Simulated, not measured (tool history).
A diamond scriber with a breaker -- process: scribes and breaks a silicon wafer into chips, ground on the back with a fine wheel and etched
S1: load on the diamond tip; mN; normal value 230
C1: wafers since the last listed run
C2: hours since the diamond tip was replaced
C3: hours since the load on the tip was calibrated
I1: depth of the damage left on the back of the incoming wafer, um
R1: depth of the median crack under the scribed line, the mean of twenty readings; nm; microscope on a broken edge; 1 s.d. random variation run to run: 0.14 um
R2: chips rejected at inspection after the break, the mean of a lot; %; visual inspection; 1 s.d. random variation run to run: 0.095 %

run	hour	S1	C1	C2	C3	I1	R1	R2
1	0	230	0	558.5	673.9	0.47	7020	7.12
2	52.4	230	111	610.9	726.3	0.57	6940	7.95
# hour 61.7: diamond tip replaced by a new one
3	87.9	230	71	26.2	761.8	0.33	8250	2.65
4	141.5	230	114	79.8	815.4	0.35	8160	2.99
5	267.7	208	269	206	941.6	0.43	7490	5.49
6	320	208	111	258.3	993.9	0.36	7340	5.7
7	471.9	208	324	410.2	1145.8	0.74	6750	7.55
8	511.8	230	85	450.1	1185.7	0.71	7370	6.06
9	573.4	230	131	511.7	1247.3	0.43	6890	7.41
# hour 625.3: diamond tip replaced by a new one
10	643.9	230	146	18.6	1317.8	0.7	8140	3.1
11	696.1	178	111	70.8	1370	0.68	7130	7.6
12	751.8	178	118	126.5	1425.7	0.77	6940	8.58
13	816	178	137	190.7	1489.9	0.69	6700	8.63
14	1025.3	298	446	400	1699.2	0.38	8240	2.66
# hour 1059.5: load on the tip recalibrated
15	1067.2	230	85	441.9	7.7	0.6	7620	4.22
16	1109.7	202	90	484.4	50.2	0.4	7210	7.07
17	1168.8	230	126	543.5	109.3	0.52	7360	6.01
# hour 1201.2: diamond tip replaced by a new one
18	1218.4	208	101	17.2	158.9	0.56	8080	2.92
19	1279.7	281	130	78.5	220.2	0.44	9150	2.1
20	1306.4	269	57	105.2	246.9	0.45	8820	2
21	1360.3	265	115	159.1	300.8	0.58	8500	2.22
22	1414	230	114	212.8	354.5	0.53	7890	3.58
23	1458.4	283	94	257.2	398.9	0.42	8530	2.25
24	1521.5	230	134	320.3	462	0.53	7670	4.7
25	1574.4	201	112	373.2	514.9	0.79	6690	9.06
26	1617.7	286	92	416.5	558.2	0.51	8080	2.88
27	1659.2	163	88	458	599.7	0.54	6060	14.04

Predict each of these 3 candidate next runs independently; none follows another, all start after run 27:
A	1659.9	230	1	458.7	600.4	0.42	?	?
B	1659.9	181	1	458.7	600.4	0.42	?	?
C	1659.9	280	1	458.7	600.4	0.42	?	?

run	R1	R2
A	7280	6.47
B	6450	12.28
C	8090	3.27
With the hidden condition removed and each run's random variation left untouched, the same runs would have given:
run	R1	R2
A	9150	1.91
B	8100	3.24
C	10170	2.89
